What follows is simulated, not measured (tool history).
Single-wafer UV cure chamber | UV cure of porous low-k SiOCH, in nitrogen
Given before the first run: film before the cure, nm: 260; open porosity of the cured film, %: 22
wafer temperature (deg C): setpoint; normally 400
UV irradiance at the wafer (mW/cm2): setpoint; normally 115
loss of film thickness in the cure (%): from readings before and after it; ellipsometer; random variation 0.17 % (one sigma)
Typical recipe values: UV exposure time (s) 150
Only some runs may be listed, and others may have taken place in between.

| run | hour | wafer temperature (deg C) | UV exposure time (s) | UV irradiance at the wafer (mW/cm2) | loss of film thickness in the cure (%) |
|---|---|---|---|---|---|
| 1 | 0 | 400 | 150 | 115 | 10.612 |
| 2 | 43.7 | 400 | 150 | 115 | 10.763 |
| 3 | 88 | 400 | 150 | 115 | 10.551 |
|  | 234.3 | quartz window cleaned |
| 4 | 379.7 | 400 | 150 | 115 | 11.072 |
| 5 | 677.6 | 400 | 150 | 115 | 10.121 |
|  | 693.9 | quartz window cleaned |
| 6 | 728.3 | 400 | 150 | 115 | 11.039 |
| 7 | 798 | 400 | 150 | 115 | 10.876 |
| 8 | 896.7 | 387 | 150 | 115 | 10.349 |
| 9 | 1001.9 | 387 | 150 | 115 | 10.037 |
| 10 | 1100.3 | 387 | 150 | 115 | 9.98 |
| 11 | 1156.5 | 400 | 150 | 136 | 10.575 |
|  | 1198.6 | quartz window cleaned |
| 12 | 1211.9 | 400 | 150 | 136 | 11.122 |
| 13 | 1280.2 | 400 | 150 | 132 | 11.124 |
| 14 | 1381.4 | 413 | 90 | 93 | 7.253 |
| 15 | 1478.1 | 400 | 110 | 142 | 9.188 |
| 16 | 1562.1 | 386 | 200 | 144 | 11.54 |
| 17 | 1601.4 | 400 | 150 | 115 | 9.135 |
| 18 | 1657.5 | 381 | 200 | 79 | 8.511 |
|  | 1690.3 | quartz window cleaned |
| 19 | 1707.9 | 400 | 185 | 153 | 12.149 |
| 20 | 1790.6 | 388 | 215 | 138 | 12.064 |
|  | 1861.2 | UV bulbs replaced |
| 21 | 1861.7 | 400 | 150 | 115 | 10.895 |
| 22 | 1927.2 | 381 | 210 | 93 | 11.124 |
| 23 | 2089.9 | 400 | 220 | 134 | 12.794 |
|  | 2155 | quartz window cleaned |
| 24 | 2164 | 400 | 150 | 115 | 11.324 |
| 25 | 2265.9 | 408 | 120 | 129 | 10.587 |
| 26 | 2315.4 | 400 | 150 | 115 | 10.594 |
| 27 | 2423.3 | 410 | 150 | 84 | 9.233 |

Run by run, hidden condition taken away, random variation retained:
Hidden conditions of the tool in this case: lamp output below its setpoint, %; transmission lost against a clean window, %.
| run | loss of film thickness in the cure (%) |
|---|---|
| 1 | 11.245 |
| 2 | 11.51 |
| 3 | 11.394 |
| 4 | 11.496 |
| 5 | 11.33 |
| 6 | 11.429 |
| 7 | 11.457 |
| 8 | 11.208 |
| 9 | 11.217 |
| 10 | 11.519 |
| 11 | 12.313 |
| 12 | 11.964 |
| 13 | 12.219 |
| 14 | 8.594 |
| 15 | 10.926 |
| 16 | 13.752 |
| 17 | 11.363 |
| 18 | 11.02 |
| 19 | 13.964 |
| 20 | 14.288 |
| 21 | 11.48 |
| 22 | 11.864 |
| 23 | 13.959 |
| 24 | 11.655 |
| 25 | 11.147 |
| 26 | 11.266 |
| 27 | 10.166 |
